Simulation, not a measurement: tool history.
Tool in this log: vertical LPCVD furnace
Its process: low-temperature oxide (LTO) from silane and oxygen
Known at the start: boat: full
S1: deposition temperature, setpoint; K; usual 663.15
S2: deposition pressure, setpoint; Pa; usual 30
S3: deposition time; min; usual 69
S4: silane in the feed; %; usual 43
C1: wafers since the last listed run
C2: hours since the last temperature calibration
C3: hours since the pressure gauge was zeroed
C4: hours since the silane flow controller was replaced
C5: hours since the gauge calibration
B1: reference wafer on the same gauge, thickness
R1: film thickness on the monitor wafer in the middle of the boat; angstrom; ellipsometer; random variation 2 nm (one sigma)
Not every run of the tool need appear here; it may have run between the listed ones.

run    hour      S1    S2    S3  S4    C1      C2      C3      C4      C5      B1      R1
  1       0  663.15    30    69  43     0  1313.8  3776.1  5928.7   413.8  637.42    6225
  2    61.6  663.15    30    69  43   761  1375.4  3837.7  5990.3   475.4  638.09  6220.8
  3     156  663.15    30    69  43  1167  1469.8  3932.1  6084.7   569.8  638.33    6221
  4     249  663.15    30    69  43  1150  1562.8  4025.1  6177.7   662.8  638.64  6256.9
      304.9  -- silane flow controller replaced
  5   345.4  663.15    30    69  43   895  1659.2  4121.5    40.5   759.2  637.91  6309.6
      397.7  -- thermocouples replaced and temperature profile calibrated
  6   426.6  663.15    30    69  43   707    28.9  4202.7   121.7   840.4  638.42  6051.5
      497.2  -- pressure gauge zeroed
  7   506.4  663.15    30    69  43   690   108.7     9.2   201.5   920.2  637.67  6057.5
  8   603.6  667.15    30    69  39  1201   205.9   106.4   298.7  1017.4  638.44    5660
      652.8  -- gauge calibrated
  9   657.2  663.15  24.7    84  40   662   259.5     160   352.3     4.4  637.43  5603.6
 10   700.3  663.15    30  89.5  43   532   302.6   203.1   395.4    47.5  637.64  7855.7
 11   755.4  666.15    30    69  43   681   357.7   258.2   450.5   102.6  637.77  6256.6
 12   804.8  663.15    30    69  43   610   407.1   307.6   499.9     152  637.61    6056
 13   887.9  663.15  36.7  91.5  43  1027   490.2   390.7     583   235.1  638.32  9837.2
 14   939.2  663.15  24.7    69  43   634   541.5     442   634.3   286.4  637.59    5000
 15  1004.2  663.15  36.7    69  43   803   606.5     507   699.3   351.4  638.24  7446.6

Below are 3 alternative next runs, each starting from the tool's condition after run 15. Predict each:
  A  1009.4  663.15    30  69  43  64  611.7  512.2  704.5  356.6   ?   ?
  B  1009.4  656.15    30  69  43  64  611.7  512.2  704.5  356.6   ?   ?
  C  1009.4  651.15  27.3  69  38  64  611.7  512.2  704.5  356.6   ?   ?

run      B1      R1
  A  638.02  6063.6
  B  638.02  5600.7
  C  638.02  4124.6
What these runs would have given with no unlogged condition in the tool:
run      R1
  A  6020.2
  B  5559.5
  C  4092.4

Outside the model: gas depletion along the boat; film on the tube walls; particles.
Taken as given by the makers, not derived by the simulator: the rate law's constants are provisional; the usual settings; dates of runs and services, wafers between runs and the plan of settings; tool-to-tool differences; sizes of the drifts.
